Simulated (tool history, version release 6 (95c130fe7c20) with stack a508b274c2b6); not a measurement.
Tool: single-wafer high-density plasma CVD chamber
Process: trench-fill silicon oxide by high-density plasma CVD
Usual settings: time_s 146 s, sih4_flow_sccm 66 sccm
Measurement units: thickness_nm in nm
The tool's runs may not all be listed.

| run | hour | time_s | sih4_flow_sccm | wafers since the last listed run | hours since the silane flow controller was replaced | hours since the gauge calibration | read-back reference wafer on the same gauge, thickness_nm | thickness_nm |
|---|---|---|---|---|---|---|---|---|
| 1 | 0 | 155 | 66 | 0 | 1895.9 | 371.2 | 1155.874 | 1085.243 |
| 2 | 216.2 | 146 | 71 | 2486 | 2112.1 | 587.4 | 1156.18 | 1104.673 |
| 3 | 268.7 | 146 | 66 | 603 | 2164.6 | 639.9 | 1155.724 | 1020.82 |
| 4 | 312.8 | 146 | 69 | 507 | 2208.7 | 684 | 1156.636 | 1071.099 |
| 5 | 371.7 | 146 | 69 | 677 | 2267.6 | 742.9 | 1155.002 | 1072.971 |
| 6 | 446.1 | 146 | 69 | 855 | 2342 | 817.3 | 1155.461 | 1071.861 |
| 7 | 529.8 | 146 | 66 | 962 | 2425.7 | 901 | 1155.768 | 1027.724 |
| 8 | 584.8 | 146 | 66 | 632 | 2480.7 | 956 | 1156.568 | 1024.284 |
| 9 | 633.1 | 146 | 66 | 555 | 2529 | 1004.3 | 1155.377 | 1026.112 |
| 10 | 681.5 | 126 | 54 | 556 | 2577.4 | 1052.7 | 1156.843 | 724.795 |
| 11 | 768.6 | 146 | 66 | 1001 | 2664.5 | 1139.8 | 1155.985 | 1032.238 |
|  | 874.3 | silane flow controller replaced |
| 12 | 874.8 | 134 | 72 | 1129 | 0.5 | 1246 | 1155.747 | 979.734 |
|  | 934.8 | gauge calibrated |
| 13 | 954.4 | 168 | 72 | 915 | 80.1 | 19.6 | 1155.422 | 1236.281 |
| 14 | 1014.6 | 146 | 58 | 692 | 140.3 | 79.8 | 1156.348 | 867.742 |
| 15 | 1115.2 | 156 | 74 | 1157 | 240.9 | 180.4 | 1156.28 | 1181.615 |
| 16 | 1202.3 | 146 | 66 | 1001 | 328 | 267.5 | 1154.835 | 993.301 |
| 17 | 1261 | 125 | 58 | 675 | 386.7 | 326.2 | 1155.947 | 746.97 |
| 18 | 1336.8 | 128 | 66 | 871 | 462.5 | 402 | 1156.18 | 878.266 |
| 19 | 1427.7 | 133 | 77 | 1045 | 553.4 | 492.9 | 1154.689 | 1062.076 |

Had the tool no unlogged condition, and each run kept its random variation, what would the results have been?
Unlogged tool condition in this case: delivered silane flow above the setpoint (%); gauge reads high (%).
| run | thickness_nm |
|---|---|
| 1 | 1037.523 |
| 2 | 1054.68 |
| 3 | 974.348 |
| 4 | 1022.109 |
| 5 | 1023.607 |
| 6 | 1022.208 |
| 7 | 979.78 |
| 8 | 976.296 |
| 9 | 977.869 |
| 10 | 690.604 |
| 11 | 983.274 |
| 12 | 979.494 |
| 13 | 1230.594 |
| 14 | 861.122 |
| 15 | 1167.159 |
| 16 | 977.604 |
| 17 | 733.515 |
| 18 | 860.129 |
| 19 | 1037.091 |
